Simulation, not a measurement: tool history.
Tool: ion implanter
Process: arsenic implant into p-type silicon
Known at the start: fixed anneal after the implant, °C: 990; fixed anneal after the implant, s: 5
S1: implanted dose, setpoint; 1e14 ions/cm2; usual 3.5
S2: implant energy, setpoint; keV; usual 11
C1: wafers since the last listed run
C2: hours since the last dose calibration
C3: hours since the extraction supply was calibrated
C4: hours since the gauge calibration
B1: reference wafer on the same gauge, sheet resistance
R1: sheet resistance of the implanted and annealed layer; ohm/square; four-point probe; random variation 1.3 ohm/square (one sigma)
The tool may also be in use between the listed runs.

| run | day | S1 | S2 | C1 | C2 | C3 | C4 | B1 | R1 |
|---|---|---|---|---|---|---|---|---|---|
| 1 | 0 | 3.5 | 11 | 0 | 1100.6 | 3796 | 793.4 | 315.82 | 290.43 |
| 2 | 1.488 | 3.5 | 11 | 1287 | 1136.3 | 3831.7 | 829.1 | 315.36 | 293.79 |
| 3 | 2.367 | 3.5 | 14 | 761 | 1157.4 | 3852.8 | 850.2 | 316.15 | 283.6 |
| 4 | 2.896 | 3.5 | 14 | 458 | 1170.1 | 3865.5 | 862.9 | 316.19 | 284.94 |
| 5 | 4.317 | 2.96 | 10 | 1230 | 1204.2 | 3899.6 | 897 | 315.82 | 334.29 |
| 6 | 7.858 | 3.5 | 11 | 3066 | 1289.2 | 3984.6 | 982 | 316.15 | 294.12 |
| 7 | 8.938 | 3.5 | 11 | 934 | 1315.1 | 4010.5 | 1007.9 | 316.4 | 291.48 |
|  | 11.238 | extraction supply calibrated |
|  | 11.504 | gauge calibrated |
| 8 | 13.142 | 3.5 | 11 | 3351 | 1416 | 45.7 | 39.3 | 315.78 | 293.67 |
| 9 | 13.654 | 3.5 | 9 | 443 | 1428.3 | 58 | 51.6 | 316.09 | 302.8 |
| 10 | 14.321 | 3.5 | 9 | 577 | 1444.3 | 74 | 67.6 | 316.5 | 302.41 |
| 11 | 15.267 | 3.5 | 9 | 818 | 1467 | 96.7 | 90.3 | 314.93 | 302.27 |
| 12 | 16 | 3.16 | 12.5 | 634 | 1484.6 | 114.3 | 107.9 | 316 | 311.62 |
| 13 | 17.479 | 3.16 | 12.5 | 1280 | 1520.1 | 149.8 | 143.4 | 316.28 | 310.03 |
| 14 | 18.792 | 4.25 | 13 | 1136 | 1551.6 | 181.3 | 174.9 | 317.1 | 251.81 |
| 15 | 19.85 | 3.98 | 7.5 | 916 | 1577 | 206.7 | 200.3 | 316.12 | 284 |
| 16 | 20.575 | 3.5 | 12 | 627 | 1594.4 | 224.1 | 217.7 | 316.01 | 292.76 |
| 17 | 22.025 | 3.16 | 12.5 | 1255 | 1629.2 | 258.9 | 252.5 | 316.19 | 312.91 |
| 18 | 23.079 | 2.88 | 7 | 912 | 1654.5 | 284.2 | 277.8 | 316.04 | 363.63 |
| 19 | 23.579 | 3.2 | 14 | 432 | 1666.5 | 296.2 | 289.8 | 316.27 | 306.69 |
| 20 | 27.917 | 3.5 | 11 | 3755 | 1770.6 | 400.3 | 393.9 | 316.03 | 297.67 |
|  | 28.367 | Faraday cup replaced and dose calibrated |
| 21 | 29.162 | 3.5 | 11 | 790 | 19.1 | 430.2 | 423.8 | 316.31 | 287.83 |
| 22 | 29.808 | 3.85 | 9 | 559 | 34.6 | 445.7 | 439.3 | 316.81 | 277.04 |
| 23 | 30.617 | 3.5 | 8 | 699 | 54 | 465.1 | 458.7 | 316.6 | 300.28 |
| 24 | 31.7 | 2.69 | 13.5 | 937 | 80 | 491.1 | 484.7 | 315.85 | 340 |
| 25 | 33.079 | 3.02 | 10 | 1194 | 113.1 | 524.2 | 517.8 | 316.63 | 325.43 |
| 26 | 34.283 | 4.47 | 13.5 | 1042 | 142 | 553.1 | 546.7 | 315.48 | 238.24 |
| 27 | 34.842 | 3.5 | 11 | 483 | 155.4 | 566.5 | 560.1 | 315.9 | 289.41 |
| 28 | 35.95 | 3.5 | 11 | 959 | 182 | 593.1 | 586.7 | 315.89 | 290.4 |
| 29 | 37 | 3.99 | 11 | 909 | 207.2 | 618.3 | 611.9 | 315.14 | 263.86 |
| 30 | 37.75 | 3.18 | 9.5 | 649 | 225.2 | 636.3 | 629.9 | 316.06 | 316.03 |
| 31 | 38.342 | 3.16 | 12.5 | 512 | 239.4 | 650.5 | 644.1 | 316.08 | 308.53 |
| 32 | 39.583 | 3.5 | 11 | 1075 | 269.2 | 680.3 | 673.9 | 316.08 | 288.86 |
| 33 | 40.65 | 3.5 | 11 | 923 | 294.8 | 705.9 | 699.5 | 315.33 | 291.34 |
| 34 | 41.717 | 3.5 | 11 | 923 | 320.4 | 731.5 | 725.1 | 315.13 | 290.3 |
| 35 | 42.292 | 4.4 | 12.5 | 497 | 334.2 | 745.3 | 738.9 | 315.54 | 244.7 |
| 36 | 43.792 | 4.4 | 7.5 | 1298 | 370.2 | 781.3 | 774.9 | 315.69 | 265.74 |

Forecast each of these 5 alternatives for the next run:
| A | 43.808 | 3.5 | 11 | 14 | 370.6 | 781.7 | 775.3 | ? | ? |
| B | 43.808 | 4.13 | 9.5 | 14 | 370.6 | 781.7 | 775.3 | ? | ? |
| C | 43.808 | 4.54 | 11 | 14 | 370.6 | 781.7 | 775.3 | ? | ? |
| D | 43.808 | 3.5 | 7.5 | 14 | 370.6 | 781.7 | 775.3 | ? | ? |
| E | 43.808 | 4.41 | 8.5 | 14 | 370.6 | 781.7 | 775.3 | ? | ? |

| run | B1 | R1 |
|---|---|---|
| A | 316.2 | 289.74 |
| B | 316.2 | 263.32 |
| C | 316.2 | 242.01 |
| D | 316.2 | 305.94 |
| E | 316.2 | 256.83 |
Without the tool's hidden state the same runs would have given:
| run | R1 |
|---|---|
| A | 287.5 |
| B | 261.44 |
| C | 240.36 |
| D | 303.66 |
| E | 255.11 |

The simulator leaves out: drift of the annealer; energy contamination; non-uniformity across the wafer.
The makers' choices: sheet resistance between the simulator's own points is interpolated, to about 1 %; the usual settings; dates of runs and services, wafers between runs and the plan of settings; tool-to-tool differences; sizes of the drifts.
